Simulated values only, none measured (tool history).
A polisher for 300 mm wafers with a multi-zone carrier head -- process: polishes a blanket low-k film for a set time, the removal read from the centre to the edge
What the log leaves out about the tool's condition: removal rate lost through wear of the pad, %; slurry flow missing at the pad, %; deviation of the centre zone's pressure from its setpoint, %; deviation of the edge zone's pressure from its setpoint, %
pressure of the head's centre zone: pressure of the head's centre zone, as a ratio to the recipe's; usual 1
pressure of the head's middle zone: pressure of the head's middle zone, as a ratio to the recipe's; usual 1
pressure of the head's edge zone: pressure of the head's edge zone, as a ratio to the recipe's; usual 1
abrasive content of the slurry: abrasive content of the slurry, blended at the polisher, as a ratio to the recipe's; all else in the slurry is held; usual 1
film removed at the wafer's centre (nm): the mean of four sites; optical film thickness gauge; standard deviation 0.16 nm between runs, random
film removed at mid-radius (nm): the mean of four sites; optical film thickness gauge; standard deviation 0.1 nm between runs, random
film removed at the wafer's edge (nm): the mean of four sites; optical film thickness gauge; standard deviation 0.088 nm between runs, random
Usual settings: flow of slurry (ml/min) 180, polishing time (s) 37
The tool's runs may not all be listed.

run	day	flow of slurry (ml/min)	pressure of the head's centre zone	pressure of the head's middle zone	pressure of the head's edge zone	abrasive content of the slurry	polishing time (s)	wafers since the last listed run	wafers polished on this pad	hours since the slurry nozzle was cleaned	hours since the centre zone pressure was calibrated	hours since the edge zone pressure was calibrated	hours since the carrier head's membrane was replaced	incoming thickness of the incoming film, nm	film removed at the wafer's centre (nm)	film removed at mid-radius (nm)	film removed at the wafer's edge (nm)
1	0	180	1	1.06	1	1	37	0	269	567.3	817.7	147.4	1257.5	623.5	14.2	15.1	14.3
# day 0.342: slurry nozzle cleaned
2	1.008	180	1	1	1	1	37	289	558	16	841.9	171.6	1281.7	617.6	13.9	14.3	14.2
3	2.888	180	1	0.9	1	1.15	30	563	1122	61.1	887	216.7	1326.8	619.8	11.9	11	12
4	4	125	1.03	1	1	1	37	333	1455	87.8	913.7	243.4	1353.5	608.8	13.2	13	13.4
5	6.312	180	1	1.05	1	1	37	693	2149	143.3	969.2	298.9	1409	624	13.9	14.7	13.8
6	7.929	160	1	0.92	1	1	31	484	2633	182.1	1008	337.7	1447.8	625.7	11.2	10.7	11.3
7	10.367	180	1	1	1	0.8	48	730	3364	240.6	1066.5	396.2	1506.3	612.4	16.7	16.6	16.6
# day 11.362: centre zone pressure recalibrated
8	13.142	150	1	1	1	1	37	806	4171	307.2	42.7	462.8	1572.9	623.1	13.1	13.2	13.2
# day 13.721: worn pad replaced by a new one
# day 13.854: edge zone pressure recalibrated
9	14.55	180	1	1	1	1	37	347	224	341	76.5	16.7	1606.7	607.7	14.3	14.3	14.4
10	16.279	135	1	1	1	1	26	518	742	382.5	118	58.2	1648.2	627.3	9.5	9.5	9.6
11	17.75	180	1	1	0.93	1	37	440	1183	417.8	153.3	93.5	1683.5	621.2	14.2	14.3	13.6
12	19.467	165	1.04	1.07	1	1	33	514	1698	459	194.5	134.7	1724.7	617.4	12.6	13.2	12.3
# day 20.558: slurry nozzle cleaned
# day 20.604: carrier head's membrane replaced by a new one
13	20.967	180	1	1	0.9	1	33	423	2121	9.8	230.5	170.7	8.7	614.1	12.6	12.6	11.8
14	23.846	125	1.07	0.9	0.9	1	37	863	2984	78.9	299.6	239.8	77.8	617.8	13.7	11.8	12.5
15	25.746	195	1	1	1	1	37	569	3554	124.5	345.2	285.4	123.4	620	13.8	14.1	13.9
16	28.25	180	1	1.12	1.06	1	37	750	4304	184.6	405.3	345.5	183.5	620.3	13.7	14.9	13.9
17	29.412	245	1	1	1.05	1	27	348	4653	212.5	433.2	373.4	211.4	621	10.3	10.4	10.5
# day 30.412: worn pad replaced by a new one
18	31.404	130	0.93	1	1	1	37	547	297	260.3	481	421.2	259.2	629.4	12.4	13.6	13.7
# day 32.262: edge zone pressure recalibrated
19	32.804	180	1	1	1	1	37	394	692	293.9	514.6	13	292.8	608.7	14.1	14.4	14.1
20	34.979	200	0.94	1	0.89	1	37	652	1344	346.1	566.8	65.2	345	623.4	13.5	14.3	13.4
21	37.946	195	1	1	1	1	37	889	2234	417.3	638	136.4	416.2	620.1	14.2	14.2	13.8

Measured minus without-hidden-state, run by run (identical run-to-run variation in each term; gauge scatter may differ):
run	film removed at the wafer's centre (nm)	film removed at mid-radius (nm)	film removed at the wafer's edge (nm)
1	-0.2	-0.2	-0.1
2	-0.2	-0.2	-0.2
3	-0.3	-0.3	-0.3
4	-0.4	-0.4	-0.3
5	-0.5	-0.5	-0.5
6	-0.5	-0.5	-0.5
7	-0.9	-0.9	-0.9
8	-0.9	-0.8	-0.8
9	-0.1	-0.1	+0
10	-0.1	-0.1	-0.1
11	-0.2	-0.2	-0.2
12	-0.3	-0.3	-0.3
13	-0.4	-0.4	-0.4
14	-0.6	-0.5	-0.5
15	-0.7	-0.7	-0.7
16	-0.8	-0.9	-0.8
17	-0.6	-0.7	-0.6
18	-0.2	-0.1	-0.1
19	-0.3	-0.3	-0.2
20	-0.3	-0.3	-0.4
21	-0.6	-0.5	-0.5
